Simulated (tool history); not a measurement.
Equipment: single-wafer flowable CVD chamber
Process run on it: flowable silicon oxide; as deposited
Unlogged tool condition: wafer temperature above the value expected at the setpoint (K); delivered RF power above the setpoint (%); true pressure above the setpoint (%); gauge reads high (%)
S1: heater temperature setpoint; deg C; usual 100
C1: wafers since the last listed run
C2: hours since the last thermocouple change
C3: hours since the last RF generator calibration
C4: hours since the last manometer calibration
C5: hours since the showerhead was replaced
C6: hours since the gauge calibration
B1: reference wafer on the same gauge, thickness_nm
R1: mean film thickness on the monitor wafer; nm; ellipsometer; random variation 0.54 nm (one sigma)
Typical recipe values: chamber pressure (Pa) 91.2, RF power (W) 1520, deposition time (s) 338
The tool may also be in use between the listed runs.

{"run": 1, "hour": 0.0, "S1": 100, "chamber pressure (Pa)": 91.2, "RF power (W)": 1520, "deposition time (s)": 338, "C1": 0, "C2": 528.6, "C3": 1814.3, "C4": 1056.8, "C5": 4204.3, "C6": 1869.9, "B1": 146.125, "R1": 152.86}
{"run": 2, "hour": 105.7, "S1": 100, "chamber pressure (Pa)": 91.2, "RF power (W)": 1520, "deposition time (s)": 338, "C1": 831, "C2": 634.3, "C3": 1920, "C4": 1162.5, "C5": 4310, "C6": 1975.6, "B1": 146.194, "R1": 152.952}
{"run": 3, "hour": 191.5, "S1": 100, "chamber pressure (Pa)": 91.2, "RF power (W)": 1520, "deposition time (s)": 320, "C1": 674, "C2": 720.1, "C3": 2005.8, "C4": 1248.3, "C5": 4395.8, "C6": 2061.4, "B1": 146.032, "R1": 144.376}
{"run": 4, "hour": 234.2, "S1": 100, "chamber pressure (Pa)": 91.2, "RF power (W)": 1520, "deposition time (s)": 320, "C1": 335, "C2": 762.8, "C3": 2048.5, "C4": 1291, "C5": 4438.5, "C6": 2104.1, "B1": 145.951, "R1": 143.281}
{"run": 5, "hour": 302.8, "S1": 100, "chamber pressure (Pa)": 91.2, "RF power (W)": 1520, "deposition time (s)": 320, "C1": 539, "C2": 831.4, "C3": 2117.1, "C4": 1359.6, "C5": 4507.1, "C6": 2172.7, "B1": 146.197, "R1": 144.794}
{"run": 6, "hour": 374.2, "S1": 100, "chamber pressure (Pa)": 91.2, "RF power (W)": 1520, "deposition time (s)": 338, "C1": 561, "C2": 902.8, "C3": 2188.5, "C4": 1431, "C5": 4578.5, "C6": 2244.1, "B1": 145.939, "R1": 152.196}
{"run": 7, "hour": 460.1, "S1": 100, "chamber pressure (Pa)": 91.2, "RF power (W)": 1520, "deposition time (s)": 338, "C1": 675, "C2": 988.7, "C3": 2274.4, "C4": 1516.9, "C5": 4664.4, "C6": 2330, "B1": 146.006, "R1": 151.666}
{"run": 8, "hour": 506.1, "S1": 100, "chamber pressure (Pa)": 91.2, "RF power (W)": 1520, "deposition time (s)": 293, "C1": 361, "C2": 1034.7, "C3": 2320.4, "C4": 1562.9, "C5": 4710.4, "C6": 2376, "B1": 146.019, "R1": 132.29}
{"hour": 557.3, "done": "RF generator calibrated"}
{"run": 9, "hour": 608.8, "S1": 100, "chamber pressure (Pa)": 91.2, "RF power (W)": 1520, "deposition time (s)": 293, "C1": 744, "C2": 1137.4, "C3": 51.5, "C4": 1665.6, "C5": 4813.1, "C6": 2478.7, "B1": 146.127, "R1": 135.648}
{"hour": 653.5, "done": "thermocouple changed; heater temperature recalibrated"}
{"run": 10, "hour": 714.3, "S1": 100, "chamber pressure (Pa)": 91.2, "RF power (W)": 1520, "deposition time (s)": 362, "C1": 766, "C2": 60.8, "C3": 157, "C4": 1771.1, "C5": 4918.6, "C6": 2584.2, "B1": 145.987, "R1": 168.336}
{"run": 11, "hour": 821.5, "S1": 86, "chamber pressure (Pa)": 91.2, "RF power (W)": 1630, "deposition time (s)": 338, "C1": 842, "C2": 168, "C3": 264.2, "C4": 1878.3, "C5": 5025.8, "C6": 2691.4, "B1": 145.897, "R1": 267.872}
{"run": 12, "hour": 871.2, "S1": 100, "chamber pressure (Pa)": 107.5, "RF power (W)": 1625, "deposition time (s)": 338, "C1": 390, "C2": 217.7, "C3": 313.9, "C4": 1928, "C5": 5075.5, "C6": 2741.1, "B1": 146.169, "R1": 188.968}
{"run": 13, "hour": 966.7, "S1": 100, "chamber pressure (Pa)": 91.2, "RF power (W)": 1305, "deposition time (s)": 307, "C1": 750, "C2": 313.2, "C3": 409.4, "C4": 2023.5, "C5": 5171, "C6": 2836.6, "B1": 145.996, "R1": 132.829}
{"run": 14, "hour": 1049.9, "S1": 100, "chamber pressure (Pa)": 91.2, "RF power (W)": 1520, "deposition time (s)": 338, "C1": 654, "C2": 396.4, "C3": 492.6, "C4": 2106.7, "C5": 5254.2, "C6": 2919.8, "B1": 145.913, "R1": 156.175}
{"run": 15, "hour": 1105.6, "S1": 100, "chamber pressure (Pa)": 91.2, "RF power (W)": 1520, "deposition time (s)": 338, "C1": 437, "C2": 452.1, "C3": 548.3, "C4": 2162.4, "C5": 5309.9, "C6": 2975.5, "B1": 145.766, "R1": 156.374}
{"hour": 1158.7, "done": "showerhead replaced"}
{"run": 16, "hour": 1159.2, "S1": 100, "chamber pressure (Pa)": 91.2, "RF power (W)": 1520, "deposition time (s)": 282, "C1": 358, "C2": 505.7, "C3": 601.9, "C4": 2216, "C5": 0.5, "C6": 3029.1, "B1": 145.759, "R1": 129.94}
{"hour": 1220.6, "done": "capacitance manometer re-zeroed and calibrated"}
{"run": 17, "hour": 1221.1, "S1": 100, "chamber pressure (Pa)": 91.2, "RF power (W)": 1520, "deposition time (s)": 400, "C1": 423, "C2": 567.6, "C3": 663.8, "C4": 0.5, "C5": 62.4, "C6": 3091, "B1": 145.992, "R1": 178.854}
{"run": 18, "hour": 1302.4, "S1": 100, "chamber pressure (Pa)": 91.2, "RF power (W)": 1520, "deposition time (s)": 338, "C1": 639, "C2": 648.9, "C3": 745.1, "C4": 81.8, "C5": 143.7, "C6": 3172.3, "B1": 145.853, "R1": 151.641}
{"run": 19, "hour": 1388.7, "S1": 95, "chamber pressure (Pa)": 72, "RF power (W)": 1230, "deposition time (s)": 312, "C1": 678, "C2": 735.2, "C3": 831.4, "C4": 168.1, "C5": 230, "C6": 3258.6, "B1": 146.011, "R1": 120.235}
{"hour": 1414.4, "done": "gauge calibrated"}
{"run": 20, "hour": 1434.4, "S1": 110, "chamber pressure (Pa)": 99.3, "RF power (W)": 1400, "deposition time (s)": 338, "C1": 359, "C2": 780.9, "C3": 877.1, "C4": 213.8, "C5": 275.7, "C6": 20, "B1": 146.051, "R1": 109.408}
{"run": 21, "hour": 1512.8, "S1": 87, "chamber pressure (Pa)": 99.5, "RF power (W)": 1770, "deposition time (s)": 361, "C1": 616, "C2": 859.3, "C3": 955.5, "C4": 292.2, "C5": 354.1, "C6": 98.4, "B1": 145.919, "R1": 301.065}
{"run": 22, "hour": 1577.5, "S1": 106, "chamber pressure (Pa)": 91.2, "RF power (W)": 1520, "deposition time (s)": 305, "C1": 508, "C2": 924, "C3": 1020.2, "C4": 356.9, "C5": 418.8, "C6": 163.1, "B1": 146.157, "R1": 109.88}
{"run": 23, "hour": 1667.5, "S1": 100, "chamber pressure (Pa)": 91.2, "RF power (W)": 1520, "deposition time (s)": 338, "C1": 707, "C2": 1014, "C3": 1110.2, "C4": 446.9, "C5": 508.8, "C6": 253.1, "B1": 145.759, "R1": 153.162}

Run 24, settings as shown, results not yet in. Your forecast:
{"run": 24, "hour": 1763.1, "S1": 100, "chamber pressure (Pa)": 91.2, "RF power (W)": 1520, "deposition time (s)": 293, "C1": 751, "C2": 1109.6, "C3": 1205.8, "C4": 542.5, "C5": 604.4, "C6": 348.7, "B1": "?", "R1": "?"}

{"run 24": {"B1": 145.75, "R1": 133.435}}
Without the tool's hidden state the same run would have given R1 133.076 nm.
